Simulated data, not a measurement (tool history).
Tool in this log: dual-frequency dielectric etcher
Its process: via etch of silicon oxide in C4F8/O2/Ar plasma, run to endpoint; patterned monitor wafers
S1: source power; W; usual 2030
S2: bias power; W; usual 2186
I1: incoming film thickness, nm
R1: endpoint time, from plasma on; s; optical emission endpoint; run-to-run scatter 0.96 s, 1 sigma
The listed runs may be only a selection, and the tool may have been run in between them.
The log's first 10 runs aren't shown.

run	hour	S1	S2	I1	R1
# hour 723.9: wet clean of the chamber
11	767.1	2030	2186	1385.5	224.8
12	856.3	2030	2473	1376.8	215.9
# hour 879.6: bias power generator calibrated
13	893.2	2030	2473	1374.8	215.1
14	962.4	1870	2507	1383.2	227.7
15	1021.8	1840	2649	1382.8	226.2
16	1090.2	2440	2186	1371.5	204.8
17	1172.5	2180	2712	1381.9	205.7
18	1262.1	1710	2186	1375.9	257.3
19	1343.4	1640	2186	1376.7	268.1
# hour 1381.1: source power generator calibrated
# hour 1438.2: upper electrode replaced
# hour 1455.5: wet clean of the chamber
20	1456	1800	1912	1386.5	254
21	1474.3	2030	2186	1381.2	221.5
22	1563.1	2440	2186	1378.7	198.9
23	1616.7	2320	1739	1373.6	222.9
24	1812	2530	1809	1387.8	215.9
25	1860.4	2530	2186	1390.2	203.5
26	1954	2030	2186	1389.7	230.6
# hour 2030.8: wet clean of the chamber
27	2031.3	2520	2493	1391.5	190.2
28	2099.5	2210	2689	1378.2	195.7
29	2137.4	1850	1717	1391	260.2
30	2183.6	2030	2186	1392.1	227.2
31	2284.8	2030	2544	1373.7	214
32	2330.7	1600	1889	1378.5	277.7
33	2381.1	1690	2186	1381.5	256.8
34	2483	1680	2424	1390.6	251.4

Branching from run 34: 5 alternative next runs. What would each branch give?
A	2483.5	2030	2682	1387.8	?
B	2483.5	1630	2471	1387.8	?
C	2483.5	2380	1865	1387.8	?
D	2483.5	2030	2404	1387.8	?
E	2483.5	2280	2186	1387.8	?

run	R1
A	215.6
B	255.5
C	223.9
D	224.4
E	216.9
Stripped of hidden state, with their random variation kept, the same runs would have yielded:
run	R1
A	208.4
B	246.9
C	216.3
D	216.8
E	209.6
